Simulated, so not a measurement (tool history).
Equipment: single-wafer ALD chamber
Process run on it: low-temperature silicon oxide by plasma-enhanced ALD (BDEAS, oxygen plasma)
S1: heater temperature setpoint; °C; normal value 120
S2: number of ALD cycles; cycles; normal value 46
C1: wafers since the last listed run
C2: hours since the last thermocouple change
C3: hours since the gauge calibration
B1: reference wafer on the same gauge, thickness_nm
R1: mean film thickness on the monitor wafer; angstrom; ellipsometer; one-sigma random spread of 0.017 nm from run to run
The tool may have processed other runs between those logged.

Run 1, day 0.000: usual settings but S1 125 °C, S2 43 cycles; C1 0; C2 2454.0; C3 193.6; B1 5.961. Result: R1 64.61 angstrom.
Run 2, day 1.112: usual settings but S1 125 °C, S2 43 cycles; C1 151; C2 2480.7; C3 220.3; B1 5.961. Result: R1 64.58 angstrom.
Run 3, day 1.933: usual settings but S2 52 cycles; C1 111; C2 2500.4; C3 240.0; B1 5.961. Result: R1 79.01 angstrom.
Run 4, day 3.092: usual settings but S2 52 cycles; C1 157; C2 2528.2; C3 267.8; B1 5.960. Result: R1 78.74 angstrom.
At day 3.746: gauge calibrated.
Run 5, day 4.112: usual settings but S2 52 cycles; C1 138; C2 2552.7; C3 8.8; B1 5.953. Result: R1 78.88 angstrom.
Run 6, day 5.088: usual settings; C1 132; C2 2576.1; C3 32.2; B1 5.961. Result: R1 69.54 angstrom.
Run 7, day 6.429: usual settings; C1 182; C2 2608.3; C3 64.4; B1 5.956. Result: R1 69.79 angstrom.
Run 8, day 7.212: usual settings; C1 106; C2 2627.1; C3 83.2; B1 5.965. Result: R1 69.74 angstrom.
Run 9, day 8.142: usual settings; C1 126; C2 2649.4; C3 105.5; B1 5.957. Result: R1 69.81 angstrom.
Run 10, day 9.583: usual settings but S1 125 °C, S2 41 cycles; C1 195; C2 2684.0; C3 140.1; B1 5.964. Result: R1 61.64 angstrom.
Run 11, day 10.721: usual settings but S1 107 °C, S2 52 cycles; C1 154; C2 2711.3; C3 167.4; B1 5.962. Result: R1 80.60 angstrom.
Run 12, day 11.867: usual settings but S1 131 °C, S2 43 cycles; C1 155; C2 2738.8; C3 194.9; B1 5.957. Result: R1 64.07 angstrom.
Run 13, day 12.992: usual settings but S2 40 cycles; C1 152; C2 2765.8; C3 221.9; B1 5.962. Result: R1 60.46 angstrom.
At day 14.500: thermocouple changed; heater temperature recalibrated.
Run 14, day 14.521: usual settings; C1 162; C2 0.5; C3 258.6; B1 5.960. Result: R1 69.78 angstrom.
Run 15, day 15.317: usual settings but S1 111 °C, S2 42 cycles; C1 108; C2 19.6; C3 277.7; B1 5.963. Result: R1 64.57 angstrom.
At day 15.662: gauge calibrated.
Run 16, day 15.925: usual settings but S1 105 °C, S2 50 cycles; C1 82; C2 34.2; C3 6.3; B1 5.953. Result: R1 77.58 angstrom.
Run 17, day 19.675: usual settings but S1 106 °C, S2 40 cycles; C1 509; C2 124.2; C3 96.3; B1 5.961. Result: R1 62.10 angstrom.
Run 18, day 21.121: usual settings; C1 196; C2 158.9; C3 131.0; B1 5.960. Result: R1 69.66 angstrom.

List, for all runs, the conditions of the tool that the log does not record:
wafer temperature above the value expected at the setpoint (K): 0 in every run
gauge reads high (%): 0 in every run

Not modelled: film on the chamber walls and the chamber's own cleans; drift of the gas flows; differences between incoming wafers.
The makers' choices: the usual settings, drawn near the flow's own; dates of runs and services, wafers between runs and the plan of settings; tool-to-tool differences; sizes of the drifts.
